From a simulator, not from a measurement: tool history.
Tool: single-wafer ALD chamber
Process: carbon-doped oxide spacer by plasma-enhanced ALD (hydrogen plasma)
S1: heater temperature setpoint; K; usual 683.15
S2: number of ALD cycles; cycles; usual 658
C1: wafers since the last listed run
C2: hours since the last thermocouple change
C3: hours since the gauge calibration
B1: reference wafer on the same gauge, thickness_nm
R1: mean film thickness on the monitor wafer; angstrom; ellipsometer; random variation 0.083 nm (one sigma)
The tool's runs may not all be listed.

Run 1, hour 0.0: usual settings; C1 0; C2 1171.7; C3 197.5; B1 28.399. Result: R1 329.79 angstrom.
Run 2, hour 14.0: usual settings but S2 725 cycles; C1 10; C2 1185.7; C3 211.5; B1 28.402. Result: R1 363.05 angstrom.
Run 3, hour 115.0: usual settings but S2 725 cycles; C1 75; C2 1286.7; C3 312.5; B1 28.405. Result: R1 362.50 angstrom.
Run 4, hour 149.7: usual settings but S2 725 cycles; C1 25; C2 1321.4; C3 347.2; B1 28.392. Result: R1 362.40 angstrom.
Run 5, hour 173.0: usual settings; C1 17; C2 1344.7; C3 370.5; B1 28.399. Result: R1 329.73 angstrom.
Run 6, hour 200.5: usual settings; C1 20; C2 1372.2; C3 398.0; B1 28.405. Result: R1 329.92 angstrom.
Run 7, hour 222.7: usual settings; C1 16; C2 1394.4; C3 420.2; B1 28.415. Result: R1 329.00 angstrom.
Run 8, hour 239.3: usual settings; C1 12; C2 1411.0; C3 436.8; B1 28.392. Result: R1 327.38 angstrom.
Run 9, hour 265.1: usual settings but S1 672.15 K; C1 19; C2 1436.8; C3 462.6; B1 28.410. Result: R1 338.56 angstrom.
Run 10, hour 285.5: usual settings but S1 672.15 K; C1 15; C2 1457.2; C3 483.0; B1 28.409. Result: R1 340.90 angstrom.
Run 11, hour 309.1: usual settings but S1 672.15 K; C1 17; C2 1480.8; C3 506.6; B1 28.406. Result: R1 339.83 angstrom.
Run 12, hour 338.6: usual settings; C1 22; C2 1510.3; C3 536.1; B1 28.401. Result: R1 327.25 angstrom.
Run 13, hour 361.8: usual settings; C1 17; C2 1533.5; C3 559.3; B1 28.372. Result: R1 328.09 angstrom.
Run 14, hour 384.9: usual settings; C1 17; C2 1556.6; C3 582.4; B1 28.409. Result: R1 330.22 angstrom.
Run 15, hour 416.9: usual settings but S1 692.15 K; C1 23; C2 1588.6; C3 614.4; B1 28.395. Result: R1 318.62 angstrom.
At hour 417.4: gauge calibrated.
Run 16, hour 443.6: usual settings; C1 19; C2 1615.3; C3 26.2; B1 28.420. Result: R1 328.40 angstrom.
Run 17, hour 467.2: usual settings but S1 694.15 K, S2 731 cycles; C1 17; C2 1638.9; C3 49.8; B1 28.421. Result: R1 353.12 angstrom.
Run 18, hour 544.4: usual settings; C1 57; C2 1716.1; C3 127.0; B1 28.399. Result: R1 329.05 angstrom.
Run 19, hour 574.3: usual settings but S1 688.15 K; C1 22; C2 1746.0; C3 156.9; B1 28.399. Result: R1 321.37 angstrom.
Run 20, hour 617.1: usual settings but S1 687.15 K, S2 559 cycles; C1 31; C2 1788.8; C3 199.7; B1 28.414. Result: R1 273.94 angstrom.
Run 21, hour 635.4: usual settings but S1 690.15 K, S2 692 cycles; C1 13; C2 1807.1; C3 218.0; B1 28.421. Result: R1 337.85 angstrom.
At hour 648.6: thermocouple changed; heater temperature recalibrated.
Run 22, hour 663.7: usual settings but S1 697.15 K, S2 543 cycles; C1 15; C2 15.1; C3 246.3; B1 28.405. Result: R1 261.72 angstrom.
Run 23, hour 750.1: usual settings but S1 678.15 K, S2 589 cycles; C1 64; C2 101.5; C3 332.7; B1 28.389. Result: R1 303.20 angstrom.
Run 24, hour 768.4: usual settings but S1 692.15 K, S2 540 cycles; C1 13; C2 119.8; C3 351.0; B1 28.396. Result: R1 264.81 angstrom.
Run 25, hour 803.1: usual settings; C1 25; C2 154.5; C3 385.7; B1 28.404. Result: R1 330.35 angstrom.
Run 26, hour 829.3: usual settings but S1 687.15 K, S2 587 cycles; C1 19; C2 180.7; C3 411.9; B1 28.399. Result: R1 291.72 angstrom.

Forecast each of these 4 alternatives for the next run:
Run A, hour 830.7: usual settings; C1 1; C2 182.1; C3 413.3; B1 ?. Result: R1 ?.
Run B, hour 830.7: usual settings but S1 696.15 K, S2 558 cycles; C1 1; C2 182.1; C3 413.3; B1 ?. Result: R1 ?.
Run C, hour 830.7: usual settings but S1 696.15 K, S2 770 cycles; C1 1; C2 182.1; C3 413.3; B1 ?. Result: R1 ?.
Run D, hour 830.7: usual settings but S1 674.15 K; C1 1; C2 182.1; C3 413.3; B1 ?. Result: R1 ?.

run      B1      R1
  A  28.409  333.50
  B  28.409  271.18
  C  28.409  374.21
  D  28.409  343.01
Without the tool's hidden state the same runs would have given:
run      R1
  A  334.26
  B  271.82
  C  375.10
  D  343.76
